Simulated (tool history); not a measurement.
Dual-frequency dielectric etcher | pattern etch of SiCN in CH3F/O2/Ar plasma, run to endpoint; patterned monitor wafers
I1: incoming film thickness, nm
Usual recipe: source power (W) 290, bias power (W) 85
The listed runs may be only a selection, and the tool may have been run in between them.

{"run": 1, "hour": 0.0, "source power (W)": 290, "bias power (W)": 85, "I1": 8.15, "endpoint time (s)": 23.2}
{"run": 2, "hour": 31.5, "source power (W)": 290, "bias power (W)": 85, "I1": 8.14, "endpoint time (s)": 23.1}
{"run": 3, "hour": 62.2, "source power (W)": 290, "bias power (W)": 85, "I1": 8.09, "endpoint time (s)": 23}
{"run": 4, "hour": 82.4, "source power (W)": 290, "bias power (W)": 85, "I1": 8.15, "endpoint time (s)": 23.4}
{"hour": 137.3, "done": "wet clean of the chamber"}
{"run": 5, "hour": 137.8, "source power (W)": 290, "bias power (W)": 85, "I1": 8.05, "endpoint time (s)": 21.1}
{"run": 6, "hour": 138.2, "source power (W)": 290, "bias power (W)": 85, "I1": 8.14, "endpoint time (s)": 21.2}
{"run": 7, "hour": 209.1, "source power (W)": 290, "bias power (W)": 85, "I1": 8.07, "endpoint time (s)": 21.2}
{"hour": 234.3, "done": "wet clean of the chamber, repeated, since the last time left the tool worse"}
{"run": 8, "hour": 244.6, "source power (W)": 290, "bias power (W)": 85, "I1": 8.08, "endpoint time (s)": 22.3}
{"hour": 251.7, "done": "bias power generator calibrated"}
{"hour": 275.6, "done": "upper electrode replaced"}
{"run": 9, "hour": 276.1, "source power (W)": 290, "bias power (W)": 85, "I1": 8.07, "endpoint time (s)": 22.5}
{"run": 10, "hour": 287.0, "source power (W)": 290, "bias power (W)": 85, "I1": 8.14, "endpoint time (s)": 22.7}
{"run": 11, "hour": 306.6, "source power (W)": 310, "bias power (W)": 85, "I1": 8.1, "endpoint time (s)": 22.1}
{"run": 12, "hour": 320.9, "source power (W)": 310, "bias power (W)": 85, "I1": 8.11, "endpoint time (s)": 22.3}
{"run": 13, "hour": 375.1, "source power (W)": 290, "bias power (W)": 85, "I1": 8.06, "endpoint time (s)": 22.4}
{"run": 14, "hour": 409.2, "source power (W)": 250, "bias power (W)": 77, "I1": 8.08, "endpoint time (s)": 24.7}
{"run": 15, "hour": 421.8, "source power (W)": 250, "bias power (W)": 77, "I1": 8.02, "endpoint time (s)": 24.7}
{"hour": 432.3, "done": "source power generator calibrated"}
{"run": 16, "hour": 436.5, "source power (W)": 290, "bias power (W)": 92, "I1": 8.08, "endpoint time (s)": 22.1}
{"run": 17, "hour": 453.7, "source power (W)": 290, "bias power (W)": 85, "I1": 8.06, "endpoint time (s)": 22.9}
{"run": 18, "hour": 468.7, "source power (W)": 350, "bias power (W)": 79, "I1": 8.04, "endpoint time (s)": 21.8}
{"run": 19, "hour": 494.7, "source power (W)": 320, "bias power (W)": 74, "I1": 8.17, "endpoint time (s)": 23.5}
{"run": 20, "hour": 526.0, "source power (W)": 290, "bias power (W)": 85, "I1": 8.12, "endpoint time (s)": 23}
{"run": 21, "hour": 549.7, "source power (W)": 270, "bias power (W)": 77, "I1": 8.09, "endpoint time (s)": 24.2}
{"run": 22, "hour": 570.7, "source power (W)": 290, "bias power (W)": 85, "I1": 8.13, "endpoint time (s)": 23.1}
{"run": 23, "hour": 594.0, "source power (W)": 290, "bias power (W)": 85, "I1": 8.14, "endpoint time (s)": 23}
{"run": 24, "hour": 613.1, "source power (W)": 270, "bias power (W)": 85, "I1": 8.14, "endpoint time (s)": 23.9}
{"run": 25, "hour": 642.8, "source power (W)": 240, "bias power (W)": 104, "I1": 8.13, "endpoint time (s)": 23}
{"hour": 678.1, "done": "wet clean of the chamber"}
{"run": 26, "hour": 678.6, "source power (W)": 340, "bias power (W)": 91, "I1": 8.1, "endpoint time (s)": 20.8}
{"run": 27, "hour": 694.5, "source power (W)": 290, "bias power (W)": 85, "I1": 8.02, "endpoint time (s)": 22.2}

What will run 28 give?
{"run": 28, "hour": 729.4, "source power (W)": 350, "bias power (W)": 68, "I1": 8.09, "endpoint time (s)": "?"}

Run 28 yielded endpoint time (s) 22.8.
Had the tool carried no hidden state, the very same run would have given endpoint time (s) 22.7.
